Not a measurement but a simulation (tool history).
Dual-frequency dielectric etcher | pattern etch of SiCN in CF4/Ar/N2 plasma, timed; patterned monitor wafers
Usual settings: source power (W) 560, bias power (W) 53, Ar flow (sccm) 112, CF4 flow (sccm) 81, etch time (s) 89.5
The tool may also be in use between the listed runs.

| run | hour | source power (W) | bias power (W) | Ar flow (sccm) | CF4 flow (sccm) | etch time (s) | read-back reference wafer on the same gauge, depth_nm | mean etch depth across the wafer (nm) |
|---|---|---|---|---|---|---|---|---|
| 1 | 0.0 | 560 | 53 | 112 | 81 | 89.5 | 94.7 | 83.8 |
| 2 | 18.9 | 560 | 48 | 112 | 81 | 96.0 | 94.9 | 87.9 |
| 3 | 42.5 | 560 | 53 | 112 | 81 | 89.5 | 94.7 | 83.7 |
| 4 | 57.3 | 560 | 53 | 112 | 81 | 89.5 | 94.7 | 83.9 |
| 5 | 80.5 | 560 | 53 | 112 | 81 | 89.5 | 94.7 | 83.8 |
| 6 | 98.5 | 680 | 61 | 92 | 81 | 103.0 | 94.7 | 113.7 |
| 7 | 128.4 | 560 | 53 | 112 | 87 | 89.5 | 94.7 | 83.8 |
|  | 163.3 | upper electrode replaced, of another model than before |
|  | 182.5 | wet clean of the chamber |
| 8 | 183.0 | 560 | 53 | 112 | 81 | 89.5 | 94.7 | 86.0 |
| 9 | 183.3 | 560 | 53 | 112 | 81 | 89.5 | 94.7 | 85.5 |
|  | 191.6 | Ar flow controller replaced |
| 10 | 215.1 | 560 | 63 | 112 | 81 | 89.5 | 94.6 | 87.2 |
| 11 | 241.3 | 560 | 53 | 94 | 81 | 89.5 | 94.6 | 90.4 |
|  | 265.7 | bias power generator calibrated |
| 12 | 275.4 | 600 | 48 | 112 | 81 | 67.0 | 94.7 | 66.0 |
| 13 | 294.3 | 560 | 53 | 112 | 81 | 89.5 | 94.7 | 85.5 |
|  | 309.3 | gauge calibrated |
|  | 310.3 | CF4 flow controller replaced |
| 14 | 358.7 | 560 | 53 | 112 | 100 | 89.5 | 94.7 | 89.0 |
| 15 | 393.5 | 560 | 53 | 112 | 81 | 89.5 | 94.6 | 84.4 |
| 16 | 412.7 | 560 | 53 | 112 | 71 | 101.0 | 94.6 | 94.1 |
| 17 | 436.4 | 560 | 53 | 112 | 81 | 89.5 | 94.7 | 85.1 |
| 18 | 465.7 | 560 | 49 | 112 | 81 | 89.5 | 94.7 | 84.8 |
| 19 | 500.5 | 560 | 53 | 133 | 96 | 65.5 | 94.7 | 61.3 |
| 20 | 520.6 | 560 | 58 | 94 | 87 | 108.0 | 94.7 | 109.9 |
| 21 | 537.9 | 560 | 53 | 94 | 81 | 89.5 | 94.6 | 89.3 |

Forecast each of these 4 alternatives for the next run:
| A | 538.3 | 560 | 58 | 112 | 81 | 89.5 | ? | ? |
| B | 538.3 | 560 | 53 | 112 | 81 | 67.5 | ? | ? |
| C | 538.3 | 560 | 53 | 112 | 99 | 89.5 | ? | ? |
| D | 538.3 | 560 | 59 | 112 | 81 | 64.0 | ? | ? |

| run | read-back reference wafer on the same gauge, depth_nm | mean etch depth across the wafer (nm) |
|---|---|---|
| A | 94.6 | 85.7 |
| B | 94.6 | 64.0 |
| C | 94.6 | 88.0 |
| D | 94.6 | 61.4 |
Without the tool's hidden state the same runs would have given:
| run | mean etch depth across the wafer (nm) |
|---|---|
| A | 87.0 |
| B | 64.9 |
| C | 89.2 |
| D | 62.3 |
